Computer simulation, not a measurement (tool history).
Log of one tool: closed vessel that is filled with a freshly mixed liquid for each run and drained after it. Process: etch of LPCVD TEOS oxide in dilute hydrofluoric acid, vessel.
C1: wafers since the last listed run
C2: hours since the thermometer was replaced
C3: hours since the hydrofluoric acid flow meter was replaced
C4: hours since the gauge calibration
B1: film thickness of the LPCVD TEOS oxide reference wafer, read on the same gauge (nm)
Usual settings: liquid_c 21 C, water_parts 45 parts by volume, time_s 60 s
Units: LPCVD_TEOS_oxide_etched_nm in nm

{"run": 1, "hour": 0.0, "liquid_c": 21, "water_parts": 45, "time_s": 85, "C1": 0, "C2": 795, "C3": 289.2, "C4": 918.4, "B1": 50.01, "LPCVD_TEOS_oxide_etched_nm": 85.9}
{"hour": 56.0, "done": "thermometer replaced"}
{"run": 2, "hour": 103.4, "liquid_c": 21, "water_parts": 45, "time_s": 85, "C1": 8381, "C2": 47.4, "C3": 392.6, "C4": 1021.8, "B1": 49.99, "LPCVD_TEOS_oxide_etched_nm": 88.49}
{"run": 3, "hour": 141.5, "liquid_c": 21, "water_parts": 45, "time_s": 85, "C1": 3118, "C2": 85.5, "C3": 430.7, "C4": 1059.9, "B1": 50.05, "LPCVD_TEOS_oxide_etched_nm": 88.45}
{"run": 4, "hour": 209.7, "liquid_c": 21, "water_parts": 45, "time_s": 60, "C1": 5582, "C2": 153.7, "C3": 498.9, "C4": 1128.1, "B1": 49.98, "LPCVD_TEOS_oxide_etched_nm": 62}
{"run": 5, "hour": 254.7, "liquid_c": 21, "water_parts": 45, "time_s": 60, "C1": 3683, "C2": 198.7, "C3": 543.9, "C4": 1173.1, "B1": 50, "LPCVD_TEOS_oxide_etched_nm": 61.9}
{"run": 6, "hour": 352.6, "liquid_c": 21, "water_parts": 45, "time_s": 60, "C1": 8013, "C2": 296.6, "C3": 641.8, "C4": 1271, "B1": 49.97, "LPCVD_TEOS_oxide_etched_nm": 61.95}
{"run": 7, "hour": 442.9, "liquid_c": 21, "water_parts": 45, "time_s": 60, "C1": 7391, "C2": 386.9, "C3": 732.1, "C4": 1361.3, "B1": 50, "LPCVD_TEOS_oxide_etched_nm": 61.57}
{"run": 8, "hour": 506.2, "liquid_c": 21, "water_parts": 45, "time_s": 60, "C1": 5181, "C2": 450.2, "C3": 795.4, "C4": 1424.6, "B1": 49.98, "LPCVD_TEOS_oxide_etched_nm": 61.43}
{"run": 9, "hour": 576.4, "liquid_c": 21, "water_parts": 45, "time_s": 60, "C1": 5746, "C2": 520.4, "C3": 865.6, "C4": 1494.8, "B1": 50.01, "LPCVD_TEOS_oxide_etched_nm": 61.39}
{"run": 10, "hour": 626.3, "liquid_c": 21, "water_parts": 45, "time_s": 60, "C1": 4084, "C2": 570.3, "C3": 915.5, "C4": 1544.7, "B1": 50, "LPCVD_TEOS_oxide_etched_nm": 61.24}
{"hour": 683.9, "done": "hydrofluoric acid flow meter replaced"}
{"run": 11, "hour": 776.4, "liquid_c": 23, "water_parts": 45, "time_s": 60, "C1": 12204, "C2": 720.4, "C3": 92.5, "C4": 1694.8, "B1": 49.96, "LPCVD_TEOS_oxide_etched_nm": 66.12}
{"hour": 778.6, "done": "thermometer replaced"}
{"hour": 841.6, "done": "gauge calibrated"}
{"run": 12, "hour": 961.1, "liquid_c": 21, "water_parts": 45, "time_s": 60, "C1": 15036, "C2": 182.5, "C3": 277.2, "C4": 119.5, "B1": 49.98, "LPCVD_TEOS_oxide_etched_nm": 61.83}
{"run": 13, "hour": 1008.4, "liquid_c": 21, "water_parts": 60, "time_s": 60, "C1": 3871, "C2": 229.8, "C3": 324.5, "C4": 166.8, "B1": 49.98, "LPCVD_TEOS_oxide_etched_nm": 45.54}
{"run": 14, "hour": 1211.4, "liquid_c": 24.5, "water_parts": 25, "time_s": 30, "C1": 16616, "C2": 432.8, "C3": 527.5, "C4": 369.8, "B1": 49.99, "LPCVD_TEOS_oxide_etched_nm": 65.61}
{"run": 15, "hour": 1270.2, "liquid_c": 21, "water_parts": 45, "time_s": 60, "C1": 4813, "C2": 491.6, "C3": 586.3, "C4": 428.6, "B1": 49.99, "LPCVD_TEOS_oxide_etched_nm": 61.16}
{"run": 16, "hour": 1342.7, "liquid_c": 18, "water_parts": 45, "time_s": 60, "C1": 5934, "C2": 564.1, "C3": 658.8, "C4": 501.1, "B1": 50.01, "LPCVD_TEOS_oxide_etched_nm": 53.48}
{"run": 17, "hour": 1413.7, "liquid_c": 21, "water_parts": 45, "time_s": 60, "C1": 5811, "C2": 635.1, "C3": 729.8, "C4": 572.1, "B1": 49.94, "LPCVD_TEOS_oxide_etched_nm": 61.42}
{"hour": 1430.0, "done": "thermometer replaced"}
{"run": 18, "hour": 1498.5, "liquid_c": 21, "water_parts": 45, "time_s": 60, "C1": 6859, "C2": 68.5, "C3": 814.6, "C4": 656.9, "B1": 50.06, "LPCVD_TEOS_oxide_etched_nm": 61.78}
{"hour": 1550.4, "done": "hydrofluoric acid flow meter replaced"}
{"run": 19, "hour": 1819.0, "liquid_c": 21, "water_parts": 45, "time_s": 35, "C1": 26152, "C2": 389, "C3": 268.6, "C4": 977.4, "B1": 50.02, "LPCVD_TEOS_oxide_etched_nm": 36.19}
{"run": 20, "hour": 1862.5, "liquid_c": 21, "water_parts": 45, "time_s": 60, "C1": 3560, "C2": 432.5, "C3": 312.1, "C4": 1020.9, "B1": 50.02, "LPCVD_TEOS_oxide_etched_nm": 61.31}
{"run": 21, "hour": 1965.9, "liquid_c": 19.5, "water_parts": 50, "time_s": 30, "C1": 8463, "C2": 535.9, "C3": 415.5, "C4": 1124.3, "B1": 49.97, "LPCVD_TEOS_oxide_etched_nm": 25.63}
{"run": 22, "hour": 2057.2, "liquid_c": 24, "water_parts": 45, "time_s": 60, "C1": 7473, "C2": 627.2, "C3": 506.8, "C4": 1215.6, "B1": 50, "LPCVD_TEOS_oxide_etched_nm": 69.57}
{"run": 23, "hour": 2157.7, "liquid_c": 21, "water_parts": 45, "time_s": 60, "C1": 8226, "C2": 727.7, "C3": 607.3, "C4": 1316.1, "B1": 50, "LPCVD_TEOS_oxide_etched_nm": 60.66}
{"run": 24, "hour": 2213.4, "liquid_c": 21, "water_parts": 55, "time_s": 60, "C1": 4559, "C2": 783.4, "C3": 663, "C4": 1371.8, "B1": 49.99, "LPCVD_TEOS_oxide_etched_nm": 49.32}

4 ways to go on from here, each from the tool as it stands after run 24. What would each give?
{"run": "A", "hour": 2214.1, "liquid_c": 21, "water_parts": 45, "time_s": 45, "C1": 57, "C2": 784.1, "C3": 663.7, "C4": 1372.5, "B1": "?", "LPCVD_TEOS_oxide_etched_nm": "?"}
{"run": "B", "hour": 2214.1, "liquid_c": 18, "water_parts": 45, "time_s": 35, "C1": 57, "C2": 784.1, "C3": 663.7, "C4": 1372.5, "B1": "?", "LPCVD_TEOS_oxide_etched_nm": "?"}
{"run": "C", "hour": 2214.1, "liquid_c": 21, "water_parts": 50, "time_s": 50, "C1": 57, "C2": 784.1, "C3": 663.7, "C4": 1372.5, "B1": "?", "LPCVD_TEOS_oxide_etched_nm": "?"}
{"run": "D", "hour": 2214.1, "liquid_c": 23, "water_parts": 45, "time_s": 90, "C1": 57, "C2": 784.1, "C3": 663.7, "C4": 1372.5, "B1": "?", "LPCVD_TEOS_oxide_etched_nm": "?"}

run=A B1=49.94 LPCVD_TEOS_oxide_etched_nm=45.81
run=B B1=49.94 LPCVD_TEOS_oxide_etched_nm=31.32
run=C B1=49.94 LPCVD_TEOS_oxide_etched_nm=45.54
run=D B1=49.94 LPCVD_TEOS_oxide_etched_nm=99.69
Without the tool's hidden state the same runs would have given:
run=A LPCVD_TEOS_oxide_etched_nm=46.99
run=B LPCVD_TEOS_oxide_etched_nm=32.15
run=C LPCVD_TEOS_oxide_etched_nm=46.71
run=D LPCVD_TEOS_oxide_etched_nm=102.22
